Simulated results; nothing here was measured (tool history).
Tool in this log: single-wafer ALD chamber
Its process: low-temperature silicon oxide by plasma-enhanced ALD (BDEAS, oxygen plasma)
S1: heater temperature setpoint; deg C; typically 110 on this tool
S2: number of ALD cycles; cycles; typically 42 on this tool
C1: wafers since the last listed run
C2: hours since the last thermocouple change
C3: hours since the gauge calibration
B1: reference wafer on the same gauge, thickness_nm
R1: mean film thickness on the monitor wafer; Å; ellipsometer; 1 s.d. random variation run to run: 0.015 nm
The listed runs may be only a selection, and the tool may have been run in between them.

run,hour,S1,S2,C1,C2,C3,B1,R1
1,0,110,42,0,1709.8,101.3,5.169,61.22
2,17.4,110,42,96,1727.2,118.7,5.165,61.28
3,24.9,110,42,41,1734.7,126.2,5.168,60.95
4,36,110,48,61,1745.8,137.3,5.162,69.75
5,43.2,110,47,39,1753,144.5,5.161,68.66
6,59.3,98,42,89,1769.1,160.6,5.161,62.32
7,68.7,98,42,52,1778.5,170,5.153,62.2
8,82,98,42,73,1791.8,183.3,5.154,62.39
9,98.5,110,42,91,1808.3,199.8,5.151,60.96
10,115.3,110,42,93,1825.1,216.6,5.144,60.95
11,121.3,110,42,33,1831.1,222.6,5.141,60.9
12,130.1,110,42,48,1839.9,231.4,5.144,60.78
13,143,110,42,71,1852.8,244.3,5.138,60.87
14,151.6,116,42,47,1861.4,252.9,5.139,60.11
15,169.6,116,42,99,1879.4,270.9,5.13,59.94
16,182.4,116,42,70,1892.2,283.7,5.135,60.37
17,191.7,110,42,51,1901.5,293,5.124,60.6
# hour 225.5: gauge calibrated
18,230.3,110,42,214,1940.1,4.8,5.185,61.61
19,242.5,110,42,67,1952.3,17,5.183,61.34
20,249.3,110,42,37,1959.1,23.8,5.181,61.37
21,258.2,110,42,49,1968,32.7,5.178,61.2
22,273.3,122,38,83,1983.1,47.8,5.177,54.37
23,286.7,102,35,74,1996.5,61.2,5.176,51.56
24,300.6,110,42,77,2010.4,75.1,5.168,60.96
25,316.1,110,42,85,2025.9,90.6,5.16,61.24
26,328.7,95,48,69,2038.5,103.2,5.165,72.09
27,346.5,116,37,98,2056.3,121,5.156,53.17
28,357.6,97,35,61,2067.4,132.1,5.154,52.16
29,385.3,100,34,153,2095.1,159.8,5.155,50.43
# hour 399.2: thermocouple changed; heater temperature recalibrated
30,401.3,125,42,44,2.1,175.8,5.146,59.43
31,417.3,122,39,88,18.1,191.8,5.144,55.32
32,427.5,122,50,56,28.3,202,5.142,70.98
33,441.1,106,39,75,41.9,215.6,5.14,56.79
34,457.1,99,35,88,57.9,231.6,5.138,51.41
35,469.4,114,48,68,70.2,243.9,5.137,69.06
36,487.3,105,34,99,88.1,261.8,5.129,49.67
# hour 488.3: gauge calibrated
37,500.6,104,39,73,101.4,12.3,5.174,57.47
38,511.4,123,42,59,112.2,23.1,5.175,60
39,519.2,110,38,43,120,30.9,5.172,55.43
40,532.1,110,42,71,132.9,43.8,5.17,61.19
41,547.2,110,46,83,148,58.9,5.167,67
42,553.3,110,42,33,154.1,65,5.165,61.33
43,561.6,116,37,46,162.4,73.3,5.162,53.22

For each run, what was the tool's unlogged condition?
wafer temperature above the value expected at the setpoint (K): 0 across all the runs
H1: gauge reads high (%)
run,H1
1,-0.409
2,-0.479
3,-0.509
4,-0.553
5,-0.582
6,-0.646
7,-0.684
8,-0.737
9,-0.803
10,-0.87
11,-0.894
12,-0.93
13,-0.981
14,-1.02
15,-1.09
16,-1.14
17,-1.18
18,-0.112
19,-0.161
20,-0.188
21,-0.223
22,-0.284
23,-0.337
24,-0.393
25,-0.455
26,-0.505
27,-0.577
28,-0.621
29,-0.732
30,-0.796
31,-0.86
32,-0.901
33,-0.955
34,-1.02
35,-1.07
36,-1.14
37,-0.267
38,-0.31
39,-0.341
40,-0.393
41,-0.453
42,-0.478
43,-0.511
